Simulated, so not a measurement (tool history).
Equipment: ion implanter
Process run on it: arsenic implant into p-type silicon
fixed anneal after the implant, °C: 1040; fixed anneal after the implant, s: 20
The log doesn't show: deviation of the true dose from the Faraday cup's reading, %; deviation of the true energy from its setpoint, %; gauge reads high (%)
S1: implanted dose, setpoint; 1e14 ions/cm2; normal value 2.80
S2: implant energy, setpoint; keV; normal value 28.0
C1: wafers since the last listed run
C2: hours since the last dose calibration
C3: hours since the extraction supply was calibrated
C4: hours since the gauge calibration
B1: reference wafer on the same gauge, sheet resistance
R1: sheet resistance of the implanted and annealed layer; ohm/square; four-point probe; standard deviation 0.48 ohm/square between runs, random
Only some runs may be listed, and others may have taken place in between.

run	hour	S1	S2	C1	C2	C3	C4	B1	R1
1	0.0	2.80	28.0	0	1596.3	4828.3	257.3	278.23	308.17
# hour 1.0: gauge calibrated
2	53.8	2.80	28.0	1007	1650.1	4882.1	52.8	278.09	307.85
3	70.4	2.23	35.0	310	1666.7	4898.7	69.4	277.99	354.96
4	82.2	2.23	35.0	221	1678.5	4910.5	81.2	278.08	354.22
5	97.7	2.23	35.0	290	1694.0	4926.0	96.7	278.02	354.35
6	114.4	2.80	33.0	312	1710.7	4942.7	113.4	277.97	301.59
# hour 131.5: extraction supply calibrated
7	132.0	3.23	35.0	179	1728.3	0.5	131.0	277.96	267.85
8	146.0	3.29	33.0	262	1742.3	14.5	145.0	278.09	266.02
9	159.5	3.29	33.0	252	1755.8	28.0	158.5	277.99	266.84
10	167.5	3.29	33.0	149	1763.8	36.0	166.5	278.18	266.00
11	179.7	2.80	31.0	228	1776.0	48.2	178.7	278.05	303.62
12	186.0	2.35	28.0	118	1782.3	54.5	185.0	278.09	351.73
13	203.2	2.80	19.0	322	1799.5	71.7	202.2	278.04	323.26
# hour 213.6: Faraday cup replaced and dose calibrated
14	218.1	3.06	33.5	129	4.5	86.6	217.1	278.00	288.81
15	230.1	3.29	33.0	224	16.5	98.6	229.1	277.97	273.11
# hour 233.0: gauge calibrated
16	240.2	3.31	37.5	189	26.6	108.7	7.2	277.99	267.87
17	254.9	2.03	36.5	275	41.3	123.4	21.9	278.07	388.08
18	263.0	2.41	37.5	151	49.4	131.5	30.0	277.86	340.54
19	279.9	3.49	35.0	316	66.3	148.4	46.9	278.02	259.26
20	290.2	2.80	34.5	192	76.6	158.7	57.2	277.87	307.57
21	307.4	2.80	34.0	322	93.8	175.9	74.4	278.04	306.90
22	313.5	2.80	24.0	114	99.9	182.0	80.5	277.98	323.05
23	331.2	2.80	28.0	331	117.6	199.7	98.2	278.01	314.39

Pick out some run-to-run changes in R1. Of each, how much would a tool without hidden state show as well, from the settings, what came in and chance, and how much is left for the hidden state and any gauge scatter not in both results compared?
Run 11 -> 12: S1 2.80 -> 2.35, S2 31.0 -> 28.0. R1 +48.11 ohm/square: hidden state -1.39, all else +49.50.
Run 13 -> 14: S1 2.80 -> 3.06, S2 19.0 -> 33.5, Faraday cup replaced and dose calibrated. R1 -34.45 ohm/square: hidden state +9.61, all else -44.06.
Run 16 -> 17: S1 3.31 -> 2.03, S2 37.5 -> 36.5. R1 +120.21 ohm/square: hidden state -0.61, all else +120.82.
Run 18 -> 19: S1 2.41 -> 3.49, S2 37.5 -> 35.0. R1 -81.28 ohm/square: hidden state +0.06, all else -81.34.
